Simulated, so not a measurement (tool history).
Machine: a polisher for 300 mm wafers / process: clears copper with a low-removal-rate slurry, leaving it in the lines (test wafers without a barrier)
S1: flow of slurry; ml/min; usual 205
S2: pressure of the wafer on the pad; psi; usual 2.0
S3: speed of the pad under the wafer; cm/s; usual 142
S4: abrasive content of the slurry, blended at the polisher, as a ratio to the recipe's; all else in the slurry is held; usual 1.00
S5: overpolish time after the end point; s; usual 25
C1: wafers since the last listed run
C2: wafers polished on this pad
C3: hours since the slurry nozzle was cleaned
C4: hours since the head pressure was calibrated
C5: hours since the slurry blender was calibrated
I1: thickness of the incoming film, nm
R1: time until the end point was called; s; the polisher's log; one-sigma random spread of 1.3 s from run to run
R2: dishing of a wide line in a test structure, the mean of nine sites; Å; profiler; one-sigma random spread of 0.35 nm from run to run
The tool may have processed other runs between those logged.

run 1 hour=0.0 | S1=205 S2=2.0 S3=142 S4=1.00 S5=25 | C1=0 C2=920 C3=325.2 C4=233.5 C5=11.1 | I1=274.7 | R1=87.6 R2=311
run 2 hour=6.4 | S1=205 S2=2.0 S3=102 S4=0.90 S5=25 | C1=57 C2=978 C3=331.6 C4=239.9 C5=17.5 | I1=275.7 | R1=120.7 R2=274
run 3 hour=21.9 | S1=205 S2=2.0 S3=102 S4=0.90 S5=25 | C1=140 C2=1118 C3=347.1 C4=255.4 C5=33.0 | I1=274.8 | R1=123.3 R2=270
run 4 hour=33.6 | S1=205 S2=2.0 S3=142 S4=1.00 S5=25 | C1=105 C2=1224 C3=358.8 C4=267.1 C5=44.7 | I1=273.6 | R1=88.9 R2=311
-- hour=39.1 worn pad replaced by a new one
-- hour=47.5 slurry nozzle cleaned
run 5 hour=47.9 | S1=205 S2=2.0 S3=142 S4=1.00 S5=25 | C1=84 C2=70 C3=0.4 C4=281.4 C5=59.0 | I1=274.1 | R1=89.8 R2=310
run 6 hour=57.7 | S1=205 S2=2.0 S3=142 S4=1.00 S5=25 | C1=88 C2=159 C3=10.2 C4=291.2 C5=68.8 | I1=273.9 | R1=87.7 R2=305
run 7 hour=75.6 | S1=205 S2=2.0 S3=142 S4=1.00 S5=25 | C1=162 C2=321 C3=28.1 C4=309.1 C5=86.7 | I1=279.1 | R1=89.6 R2=318
run 8 hour=87.8 | S1=205 S2=2.0 S3=142 S4=1.00 S5=25 | C1=110 C2=431 C3=40.3 C4=321.3 C5=98.9 | I1=274.0 | R1=89.1 R2=307
-- hour=96.8 slurry blender recalibrated
run 9 hour=97.6 | S1=205 S2=2.0 S3=142 S4=1.00 S5=25 | C1=70 C2=502 C3=50.1 C4=331.1 C5=0.8 | I1=271.2 | R1=88.9 R2=312
run 10 hour=104.2 | S1=205 S2=2.0 S3=142 S4=0.80 S5=25 | C1=59 C2=561 C3=56.7 C4=337.7 C5=7.4 | I1=271.8 | R1=93.7 R2=304
run 11 hour=116.4 | S1=205 S2=2.0 S3=142 S4=1.00 S5=14 | C1=110 C2=672 C3=68.9 C4=349.9 C5=19.6 | I1=275.0 | R1=90.4 R2=238
run 12 hour=128.6 | S1=150 S2=2.3 S3=142 S4=1.00 S5=34 | C1=110 C2=782 C3=81.1 C4=362.1 C5=31.8 | I1=277.0 | R1=83.1 R2=350
run 13 hour=141.6 | S1=235 S2=2.0 S3=142 S4=1.00 S5=25 | C1=117 C2=900 C3=94.1 C4=375.1 C5=44.8 | I1=275.7 | R1=88.4 R2=315
run 14 hour=152.7 | S1=205 S2=2.0 S3=160 S4=1.00 S5=25 | C1=100 C2=1000 C3=105.2 C4=386.2 C5=55.9 | I1=275.8 | R1=80.5 R2=326
run 15 hour=160.8 | S1=155 S2=2.0 S3=142 S4=1.00 S5=25 | C1=73 C2=1074 C3=113.3 C4=394.3 C5=64.0 | I1=274.4 | R1=92.3 R2=300
run 16 hour=173.9 | S1=180 S2=1.5 S3=142 S4=1.00 S5=25 | C1=118 C2=1192 C3=126.4 C4=407.4 C5=77.1 | I1=271.6 | R1=111.9 R2=281
run 17 hour=180.3 | S1=205 S2=1.6 S3=142 S4=1.00 S5=25 | C1=57 C2=1250 C3=132.8 C4=413.8 C5=83.5 | I1=280.5 | R1=110.7 R2=287
-- hour=190.0 head pressure recalibrated
run 18 hour=196.2 | S1=275 S2=2.2 S3=142 S4=1.00 S5=20 | C1=125 C2=1376 C3=148.7 C4=6.2 C5=99.4 | I1=277.1 | R1=80.7 R2=298
-- hour=200.6 worn pad replaced by a new one
-- hour=206.6 slurry blender recalibrated
run 19 hour=207.1 | S1=235 S2=2.0 S3=142 S4=1.00 S5=25 | C1=44 C2=40 C3=159.6 C4=17.1 C5=0.5 | I1=275.3 | R1=87.5 R2=311
run 20 hour=216.7 | S1=205 S2=2.0 S3=142 S4=1.00 S5=31 | C1=86 C2=127 C3=169.2 C4=26.7 C5=10.1 | I1=275.9 | R1=89.7 R2=327
run 21 hour=225.4 | S1=205 S2=2.0 S3=142 S4=1.00 S5=39 | C1=78 C2=206 C3=177.9 C4=35.4 C5=18.8 | I1=275.4 | R1=89.5 R2=350
run 22 hour=241.4 | S1=205 S2=2.0 S3=176 S4=1.15 S5=25 | C1=144 C2=351 C3=193.9 C4=51.4 C5=34.8 | I1=273.2 | R1=68.9 R2=339
run 23 hour=256.9 | S1=205 S2=2.0 S3=142 S4=1.15 S5=25 | C1=140 C2=491 C3=209.4 C4=66.9 C5=50.3 | I1=275.6 | R1=83.7 R2=310
run 24 hour=268.2 | S1=205 S2=2.5 S3=142 S4=1.00 S5=25 | C1=102 C2=593 C3=220.7 C4=78.2 C5=61.6 | I1=278.5 | R1=75.5 R2=339
run 25 hour=279.0 | S1=205 S2=2.0 S3=142 S4=1.15 S5=25 | C1=97 C2=691 C3=231.5 C4=89.0 C5=72.4 | I1=277.9 | R1=85.7 R2=313
run 26 hour=292.3 | S1=245 S2=2.0 S3=142 S4=1.00 S5=25 | C1=120 C2=812 C3=244.8 C4=102.3 C5=85.7 | I1=274.1 | R1=88.3 R2=313
run 27 hour=306.3 | S1=260 S2=2.3 S3=178 S4=0.80 S5=25 | C1=126 C2=938 C3=258.8 C4=116.3 C5=99.7 | I1=278.3 | R1=67.9 R2=337
-- hour=323.4 slurry blender recalibrated
run 28 hour=324.1 | S1=205 S2=2.0 S3=116 S4=1.00 S5=25 | C1=143 C2=1081 C3=276.6 C4=134.1 C5=0.7 | I1=272.7 | R1=104.6 R2=287
-- hour=342.7 worn pad replaced by a new one
run 29 hour=374.6 | S1=205 S2=2.0 S3=142 S4=1.00 S5=25 | C1=420 C2=288 C3=327.1 C4=184.6 C5=51.2 | I1=277.2 | R1=90.6 R2=313

Describe how what the log doesn't record of the tool's condition differs between the last listed run preceding each entry between runs and the first listed run following it.
Logged between run 4 and run 5: worn pad replaced by a new one (hour 39.1); slurry nozzle cleaned (hour 47.5)
  nothing in the hidden state changes from one run to the other
Logged between run 8 and run 9: slurry blender recalibrated (hour 96.8)
  nothing in the hidden state changes from one run to the other
Logged between run 17 and run 18: head pressure recalibrated (hour 190.0)
  nothing in the hidden state changes from one run to the other
Logged between run 18 and run 19: worn pad replaced by a new one (hour 200.6); slurry blender recalibrated (hour 206.6)
  nothing in the hidden state changes from one run to the other
Logged between run 27 and run 28: slurry blender recalibrated (hour 323.4)
  nothing in the hidden state changes from one run to the other
Logged between run 28 and run 29: worn pad replaced by a new one (hour 342.7)
  nothing in the hidden state changes from one run to the other
